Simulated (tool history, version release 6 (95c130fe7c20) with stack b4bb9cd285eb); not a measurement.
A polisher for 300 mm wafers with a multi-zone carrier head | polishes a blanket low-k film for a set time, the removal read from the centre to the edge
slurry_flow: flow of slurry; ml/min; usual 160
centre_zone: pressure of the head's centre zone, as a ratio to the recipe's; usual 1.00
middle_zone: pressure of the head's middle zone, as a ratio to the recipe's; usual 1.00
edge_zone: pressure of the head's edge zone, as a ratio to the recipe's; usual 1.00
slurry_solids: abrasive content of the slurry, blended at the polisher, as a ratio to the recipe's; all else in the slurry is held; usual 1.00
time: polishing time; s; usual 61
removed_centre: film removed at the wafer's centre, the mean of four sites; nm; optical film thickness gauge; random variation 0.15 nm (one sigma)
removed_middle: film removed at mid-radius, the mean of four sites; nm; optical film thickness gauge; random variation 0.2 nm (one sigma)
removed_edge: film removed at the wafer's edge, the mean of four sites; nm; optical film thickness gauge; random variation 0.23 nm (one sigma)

run	hour	slurry_flow	centre_zone	middle_zone	edge_zone	slurry_solids	time	wafers since the last listed run	wafers polished on this pad	hours since the slurry nozzle was cleaned	hours since the centre zone pressure was calibrated	hours since the edge zone pressure was calibrated	hours since the carrier head's membrane was replaced	incoming thickness of the incoming film, nm	removed_centre	removed_middle	removed_edge
1	0.0	160	1.00	1.00	1.00	1.00	61	0	799	544.6	779.4	203.1	1436.9	642.9	15.9	16.6	16.8
2	14.2	160	1.00	1.00	1.00	1.00	61	101	900	558.8	793.6	217.3	1451.1	640.6	16.0	16.7	16.9
# hour 21.6: worn pad replaced by a new one
3	23.1	160	1.00	1.00	1.00	1.00	61	34	10	567.7	802.5	226.2	1460.0	641.6	15.9	17.0	16.7
4	33.6	160	1.00	1.00	1.00	1.00	61	74	85	578.2	813.0	236.7	1470.5	637.1	16.0	16.7	17.0
5	43.2	160	0.94	1.00	1.00	1.00	61	68	153	587.8	822.6	246.3	1480.1	633.5	14.8	17.0	16.9
# hour 80.9: slurry nozzle cleaned
6	86.0	160	0.94	1.00	1.00	1.00	61	297	451	5.1	865.4	289.1	1522.9	640.2	14.8	16.6	16.5
7	94.6	160	1.00	1.00	1.00	1.00	61	61	512	13.7	874.0	297.7	1531.5	637.3	16.0	17.1	17.3
8	102.1	160	1.00	1.00	1.00	1.00	61	53	565	21.2	881.5	305.2	1539.0	649.6	15.9	17.2	16.3
9	118.4	160	1.00	1.00	1.00	1.00	61	115	681	37.5	897.8	321.5	1555.3	639.3	15.8	16.7	17.1
10	125.6	160	1.00	1.00	1.00	1.00	61	51	732	44.7	905.0	328.7	1562.5	641.4	15.9	16.7	17.4
# hour 139.8: edge zone pressure recalibrated
# hour 145.0: worn pad replaced by a new one
11	145.5	160	1.00	1.06	0.89	1.00	61	98	3	64.6	924.9	5.7	1582.4	629.7	15.9	17.6	16.2
# hour 151.1: centre zone pressure recalibrated
12	155.3	160	1.00	1.00	1.00	1.00	61	55	59	74.4	4.2	15.5	1592.2	638.3	14.9	17.0	16.7
# hour 177.3: carrier head's membrane replaced by a new one
13	177.8	160	1.00	1.00	1.00	0.75	61	124	183	96.9	26.7	38.0	0.5	651.1	12.9	14.9	15.2
14	183.1	160	1.00	1.00	1.00	1.00	61	37	221	102.2	32.0	43.3	5.8	628.0	14.7	17.0	17.0
# hour 195.6: centre zone pressure recalibrated, repeated, since the last time left the tool worse
15	196.1	160	1.00	1.00	1.06	1.00	61	78	299	115.2	0.5	56.3	18.8	643.7	17.2	17.4	17.8
16	207.0	160	1.00	1.00	1.06	1.00	70	77	377	126.1	11.4	67.2	29.7	636.8	19.4	19.9	20.0
17	218.6	135	1.00	1.00	1.00	1.10	46	82	459	137.7	23.0	78.8	41.3	649.7	12.9	13.0	12.9
18	228.8	160	0.88	1.00	1.00	0.90	61	72	532	147.9	33.2	89.0	51.5	649.7	14.3	16.0	16.0
19	235.6	160	1.00	1.00	1.00	1.00	68	48	580	154.7	40.0	95.8	58.3	647.8	18.8	18.9	18.7
20	250.1	160	1.00	1.00	0.90	0.90	61	103	683	169.2	54.5	110.3	72.8	639.2	16.1	16.3	15.7
21	257.3	160	1.00	1.00	0.90	1.00	44	51	735	176.4	61.7	117.5	80.0	636.4	12.2	12.2	11.8
22	267.7	160	1.00	1.00	1.00	1.30	61	74	809	186.8	72.1	127.9	90.4	636.9	18.5	18.9	18.5

Hidden state at the last listed run before each entry between runs and at the first one after, where it differs:
Between runs 2 and 3: worn pad replaced by a new one (hour 21.6)
  deviation of the centre zone's pressure from its setpoint, %: -8.06 -> -8.08
  measured less the result without the state, removed_centre: -1.4 -> -1.4 nm
Between runs 5 and 6: slurry nozzle cleaned (hour 80.9)
  deviation of the centre zone's pressure from its setpoint, %: -8.13 -> -8.23
  measured less the result without the state, removed_centre: -1.4 -> -1.3 nm
Between runs 10 and 11: edge zone pressure recalibrated (hour 139.8); worn pad replaced by a new one (hour 145.0)
  deviation of the centre zone's pressure from its setpoint, %: -8.3 -> -8.34
  measured less the result without the state, removed_centre: -1.5 -> -1.4 nm
Between runs 11 and 12: centre zone pressure recalibrated (hour 151.1)
  deviation of the centre zone's pressure from its setpoint, %: -8.34 -> -14.7
  measured less the result without the state, removed_centre: -1.4 -> -2.6 nm
Between runs 12 and 13: carrier head's membrane replaced by a new one (hour 177.3)
  deviation of the centre zone's pressure from its setpoint, %: -14.7 -> -15.2
  measured less the result without the state, removed_centre: -2.6 -> -2.4 nm
Between runs 14 and 15: centre zone pressure recalibrated, repeated, since the last time left the tool worse (hour 195.6)
  deviation of the centre zone's pressure from its setpoint, %: -15.3 -> -1.03
  measured less the result without the state, removed_centre: -2.7 -> -0.1 nm

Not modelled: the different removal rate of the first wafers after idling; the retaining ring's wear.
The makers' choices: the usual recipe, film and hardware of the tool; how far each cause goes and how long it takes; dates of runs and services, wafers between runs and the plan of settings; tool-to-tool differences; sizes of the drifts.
